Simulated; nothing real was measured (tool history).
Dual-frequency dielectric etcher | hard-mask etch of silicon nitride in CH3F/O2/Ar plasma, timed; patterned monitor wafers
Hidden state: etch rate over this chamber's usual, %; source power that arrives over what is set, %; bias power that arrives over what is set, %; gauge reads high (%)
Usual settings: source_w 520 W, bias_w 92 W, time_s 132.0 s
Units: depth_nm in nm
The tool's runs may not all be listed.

run	hour	source_w	bias_w	time_s	wafers since the last listed run	hours since the last wet clean	hours since the last source power generator calibration	hours since the last bias power generator calibration	hours since the last upper electrode change	hours since the gauge calibration	read-back reference wafer on the same gauge, depth_nm	depth_nm
1	0.0	520	92	132.0	0	398.5	1331.3	2878.7	2635.3	31.5	110.2	117.2
2	100.7	520	92	132.0	1050	499.2	1432.0	2979.4	2736.0	132.2	110.0	118.3
# hour 186.3: wet clean of the chamber
3	199.8	520	92	132.0	783	13.5	1531.1	3078.5	2835.1	231.3	109.9	115.7
4	237.4	520	92	132.0	392	51.1	1568.7	3116.1	2872.7	268.9	109.9	116.6
5	293.3	520	92	132.0	583	107.0	1624.6	3172.0	2928.6	324.8	110.0	117.0
6	370.6	490	92	132.0	806	184.3	1701.9	3249.3	3005.9	402.1	109.9	113.7
7	445.9	520	92	132.0	785	259.6	1777.2	3324.6	3081.2	477.4	110.0	117.5
8	490.8	520	92	132.0	468	304.5	1822.1	3369.5	3126.1	522.3	110.0	118.0
9	527.6	460	109	170.5	384	341.3	1858.9	3406.3	3162.9	559.1	110.1	154.0
# hour 578.4: bias power generator calibrated
10	630.5	470	80	132.0	1032	444.2	1961.8	52.1	3265.8	662.0	109.9	106.1
# hour 672.4: source power generator calibrated
# hour 737.9: upper electrode replaced
# hour 825.1: wet clean of the chamber
# hour 826.5: gauge calibrated
11	913.1	450	99	155.0	2406	88.0	240.7	334.7	175.2	86.6	110.1	132.6
12	954.6	520	92	132.0	433	129.5	282.2	376.2	216.7	128.1	109.8	117.2
13	993.1	450	92	122.0	401	168.0	320.7	414.7	255.2	166.6	109.9	101.2
14	1042.4	560	75	132.0	514	217.3	370.0	464.0	304.5	215.9	109.9	112.2
15	1089.0	490	84	155.5	486	263.9	416.6	510.6	351.1	262.5	109.8	129.9
16	1195.9	640	92	132.0	1115	370.8	523.5	617.5	458.0	369.4	109.8	129.5

4 ways to go on from here, each from the tool as it stands after run 16. What would each give?
A	1196.4	520	92	132.0	5	371.3	524.0	618.0	458.5	369.9	?	?
B	1196.4	520	104	132.0	5	371.3	524.0	618.0	458.5	369.9	?	?
C	1196.4	470	92	117.5	5	371.3	524.0	618.0	458.5	369.9	?	?
D	1196.4	520	78	158.0	5	371.3	524.0	618.0	458.5	369.9	?	?

run	read-back reference wafer on the same gauge, depth_nm	depth_nm
A	110.2	117.4
B	110.2	123.6
C	110.2	99.8
D	110.2	131.2
Without the tool's hidden state the same runs would have given:
run	depth_nm
A	115.9
B	122.0
C	98.4
D	129.4

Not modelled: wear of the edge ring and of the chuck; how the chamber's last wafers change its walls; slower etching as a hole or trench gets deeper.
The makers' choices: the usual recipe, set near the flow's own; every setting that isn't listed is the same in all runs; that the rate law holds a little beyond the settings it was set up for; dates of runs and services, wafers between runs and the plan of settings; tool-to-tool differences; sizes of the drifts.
